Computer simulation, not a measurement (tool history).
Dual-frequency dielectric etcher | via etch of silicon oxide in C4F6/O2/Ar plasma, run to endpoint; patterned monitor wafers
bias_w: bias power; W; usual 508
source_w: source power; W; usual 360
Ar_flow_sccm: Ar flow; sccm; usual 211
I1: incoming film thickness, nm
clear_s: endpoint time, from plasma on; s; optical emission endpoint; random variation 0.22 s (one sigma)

{"run": 1, "day": 0.0, "bias_w": 508, "source_w": 410, "Ar_flow_sccm": 228, "I1": 133.0, "clear_s": 26.7}
{"run": 2, "day": 0.475, "bias_w": 508, "source_w": 410, "Ar_flow_sccm": 228, "I1": 134.0, "clear_s": 26.9}
{"run": 3, "day": 0.725, "bias_w": 538, "source_w": 360, "Ar_flow_sccm": 189, "I1": 132.7, "clear_s": 26.8}
{"run": 4, "day": 1.038, "bias_w": 508, "source_w": 360, "Ar_flow_sccm": 211, "I1": 134.9, "clear_s": 28.9}
{"run": 5, "day": 1.762, "bias_w": 508, "source_w": 360, "Ar_flow_sccm": 211, "I1": 134.2, "clear_s": 28.2}
{"run": 6, "day": 2.162, "bias_w": 508, "source_w": 360, "Ar_flow_sccm": 211, "I1": 134.9, "clear_s": 28.5}
{"run": 7, "day": 2.504, "bias_w": 597, "source_w": 360, "Ar_flow_sccm": 211, "I1": 133.1, "clear_s": 25.9}
{"run": 8, "day": 3.217, "bias_w": 508, "source_w": 360, "Ar_flow_sccm": 211, "I1": 132.8, "clear_s": 28.1}
{"run": 9, "day": 3.788, "bias_w": 508, "source_w": 400, "Ar_flow_sccm": 211, "I1": 134.6, "clear_s": 27.2}
{"run": 10, "day": 4.379, "bias_w": 508, "source_w": 400, "Ar_flow_sccm": 211, "I1": 134.5, "clear_s": 27.2}
{"run": 11, "day": 5.1, "bias_w": 431, "source_w": 360, "Ar_flow_sccm": 225, "I1": 134.1, "clear_s": 30.8}
{"run": 12, "day": 5.717, "bias_w": 431, "source_w": 360, "Ar_flow_sccm": 225, "I1": 135.4, "clear_s": 30.9}
{"run": 13, "day": 6.942, "bias_w": 431, "source_w": 360, "Ar_flow_sccm": 225, "I1": 133.4, "clear_s": 31.6}
{"run": 14, "day": 6.954, "bias_w": 508, "source_w": 360, "Ar_flow_sccm": 211, "I1": 132.8, "clear_s": 29.0}
{"run": 15, "day": 7.058, "bias_w": 508, "source_w": 440, "Ar_flow_sccm": 211, "I1": 133.8, "clear_s": 27.3}
{"run": 16, "day": 7.562, "bias_w": 589, "source_w": 440, "Ar_flow_sccm": 193, "I1": 134.9, "clear_s": 25.4}
{"run": 17, "day": 7.967, "bias_w": 392, "source_w": 280, "Ar_flow_sccm": 226, "I1": 134.8, "clear_s": 37.1}
{"run": 18, "day": 8.492, "bias_w": 508, "source_w": 360, "Ar_flow_sccm": 211, "I1": 133.5, "clear_s": 29.4}
{"run": 19, "day": 8.896, "bias_w": 459, "source_w": 400, "Ar_flow_sccm": 187, "I1": 133.1, "clear_s": 29.0}
{"run": 20, "day": 9.171, "bias_w": 508, "source_w": 410, "Ar_flow_sccm": 228, "I1": 134.4, "clear_s": 28.7}
{"run": 21, "day": 9.704, "bias_w": 508, "source_w": 360, "Ar_flow_sccm": 211, "I1": 134.7, "clear_s": 29.2}
{"run": 22, "day": 11.35, "bias_w": 564, "source_w": 270, "Ar_flow_sccm": 211, "I1": 133.5, "clear_s": 29.0}
{"run": 23, "day": 11.362, "bias_w": 508, "source_w": 360, "Ar_flow_sccm": 211, "I1": 133.7, "clear_s": 27.2}
{"run": 24, "day": 11.512, "bias_w": 587, "source_w": 320, "Ar_flow_sccm": 191, "I1": 134.1, "clear_s": 26.6}
{"run": 25, "day": 11.792, "bias_w": 508, "source_w": 360, "Ar_flow_sccm": 211, "I1": 133.2, "clear_s": 27.3}
{"run": 26, "day": 12.25, "bias_w": 401, "source_w": 330, "Ar_flow_sccm": 263, "I1": 133.1, "clear_s": 32.4}
{"run": 27, "day": 12.546, "bias_w": 508, "source_w": 450, "Ar_flow_sccm": 257, "I1": 133.2, "clear_s": 25.9}
{"run": 28, "day": 13.279, "bias_w": 508, "source_w": 380, "Ar_flow_sccm": 194, "I1": 133.1, "clear_s": 27.0}
{"run": 29, "day": 13.958, "bias_w": 508, "source_w": 360, "Ar_flow_sccm": 241, "I1": 133.0, "clear_s": 27.7}
{"run": 30, "day": 14.317, "bias_w": 630, "source_w": 320, "Ar_flow_sccm": 211, "I1": 133.4, "clear_s": 25.8}

Not shown: 6 entries that the log had between the listed runs. Between which runs, and how does the tool's hidden state differ before and after?
Between runs 9 and 10: Ar flow controller replaced (day 4.138)
  etch rate over this chamber's usual, %: -2.86 -> -2.95
  measured less the result without the state, clear_s: +0.8 -> +0.8 s
Between runs 12 and 13: source power generator calibrated (day 6.588); wet clean of the chamber (day 6.908); upper electrode replaced (day 6.921)
  etch rate over this chamber's usual, %: -3.16 -> -6.22
  measured less the result without the state, clear_s: +1.0 -> +2.0 s
Between runs 21 and 22: bias power generator calibrated (day 10.429); wet clean of the chamber, repeated, since the last time left the tool worse (day 11.329)
  etch rate over this chamber's usual, %: -6.65 -> -0.461
  measured less the result without the state, clear_s: +1.9 -> +0.1 s
